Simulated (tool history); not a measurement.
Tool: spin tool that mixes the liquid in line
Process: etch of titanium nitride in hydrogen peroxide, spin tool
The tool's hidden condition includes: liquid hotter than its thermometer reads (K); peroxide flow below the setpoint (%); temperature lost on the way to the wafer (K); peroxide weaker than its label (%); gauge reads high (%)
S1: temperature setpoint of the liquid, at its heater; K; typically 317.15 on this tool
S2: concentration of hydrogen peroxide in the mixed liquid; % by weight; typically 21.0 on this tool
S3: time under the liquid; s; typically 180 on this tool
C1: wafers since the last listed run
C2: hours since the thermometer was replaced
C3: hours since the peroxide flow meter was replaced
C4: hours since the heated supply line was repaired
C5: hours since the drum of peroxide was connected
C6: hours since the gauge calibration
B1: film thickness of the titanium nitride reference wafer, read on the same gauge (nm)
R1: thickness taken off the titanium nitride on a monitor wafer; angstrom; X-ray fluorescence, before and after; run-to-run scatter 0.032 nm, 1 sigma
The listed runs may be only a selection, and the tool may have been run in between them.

run	day	S1	S2	S3	C1	C2	C3	C4	C5	C6	B1	R1
1	0.000	310.65	21.0	180	0	1413.8	1716.4	1214.3	940.5	270.0	29.99	41.0
# day 0.288: gauge calibrated
2	0.467	310.65	21.0	180	112	1425.0	1727.6	1225.5	951.7	4.3	30.01	41.1
3	1.150	310.65	21.0	180	165	1441.4	1744.0	1241.9	968.1	20.7	30.00	41.1
4	2.458	320.65	21.0	180	316	1472.8	1775.4	1273.3	999.5	52.1	30.03	87.0
5	2.850	321.65	21.0	180	94	1482.2	1784.8	1282.7	1008.9	61.5	30.00	93.9
6	3.117	321.65	21.0	180	64	1488.6	1791.2	1289.1	1015.3	67.9	30.02	95.0
7	3.829	317.15	21.0	155	172	1505.7	1808.3	1306.2	1032.4	85.0	30.00	58.5
8	4.483	317.15	21.0	155	158	1521.4	1824.0	1321.9	1048.1	100.7	30.01	58.3
9	5.125	317.15	21.0	155	155	1536.8	1839.4	1337.3	1063.5	116.1	30.04	58.3
10	5.542	311.65	21.0	180	100	1546.8	1849.4	1347.3	1073.5	126.1	29.98	44.3
11	5.942	317.15	21.0	180	96	1556.4	1859.0	1356.9	1083.1	135.7	30.02	67.9
12	6.325	317.15	21.0	180	92	1565.6	1868.2	1366.1	1092.3	144.9	30.03	67.7
# day 7.288: new drum of peroxide connected
13	8.392	322.15	27.0	105	489	1615.2	1917.8	1415.7	26.5	194.5	29.99	60.0
14	8.688	317.15	21.0	180	71	1622.3	1924.9	1422.8	33.6	201.6	29.98	66.8
# day 8.888: thermometer replaced
15	9.158	325.15	21.0	290	103	6.5	1936.2	1434.1	44.9	212.9	30.00	194.1
16	9.758	317.15	15.0	285	145	20.9	1950.6	1448.5	59.3	227.3	30.03	98.3
17	10.117	319.65	21.0	280	86	29.5	1959.2	1457.1	67.9	235.9	30.01	126.2
# day 10.604: gauge calibrated
18	10.804	311.65	27.5	225	166	46.0	1975.7	1473.6	84.4	4.8	29.97	58.1
# day 10.929: heated supply line repaired
# day 11.275: peroxide flow meter replaced
19	11.392	317.15	15.5	230	121	60.1	2.8	11.1	98.5	18.9	30.01	86.3
20	11.912	317.15	21.0	180	125	72.6	15.3	23.6	111.0	31.4	29.99	72.4
21	12.346	310.15	21.0	180	104	83.0	25.7	34.0	121.4	41.8	30.01	42.3
22	12.804	317.15	21.0	180	110	94.0	36.7	45.0	132.4	52.8	29.97	72.4
23	13.346	307.65	21.0	105	131	107.0	49.7	58.0	145.4	65.8	29.99	20.2
24	13.779	317.15	21.0	180	104	117.4	60.1	68.4	155.8	76.2	30.00	71.6
25	14.421	311.15	21.0	180	155	132.8	75.5	83.8	171.2	91.6	30.03	45.4
26	15.104	317.15	24.5	250	165	149.2	91.9	100.2	187.6	108.0	29.98	103.9

Describe how what the log doesn't record of the tool's condition differs between the last listed run preceding each entry between runs and the first listed run following it.
Runs 1 to 2: gauge calibrated (day 0.288)
  the hidden state is the same at both runs
  the result without the hidden state subtracted from the measured one, R1: -3.6 -> -3.5 angstrom
Runs 12 to 13: new drum of peroxide connected (day 7.288)
  temperature lost on the way to the wafer (K): 1.17 -> 1.21
  the result without the hidden state subtracted from the measured one, R1: -6.3 -> -5.6 angstrom
Runs 14 to 15: thermometer replaced (day 8.888)
  temperature lost on the way to the wafer (K): 1.22 -> 1.23
  the result without the hidden state subtracted from the measured one, R1: -6.5 -> -17.9 angstrom
Runs 17 to 18: gauge calibrated (day 10.604)
  temperature lost on the way to the wafer (K): 1.24 -> 1.26
  the result without the hidden state subtracted from the measured one, R1: -12.1 -> -6.0 angstrom
Runs 18 to 19: heated supply line repaired (day 10.929); peroxide flow meter replaced (day 11.275)
  temperature lost on the way to the wafer (K): 1.26 -> 0.222
  the result without the hidden state subtracted from the measured one, R1: -6.0 -> -1.4 angstrom
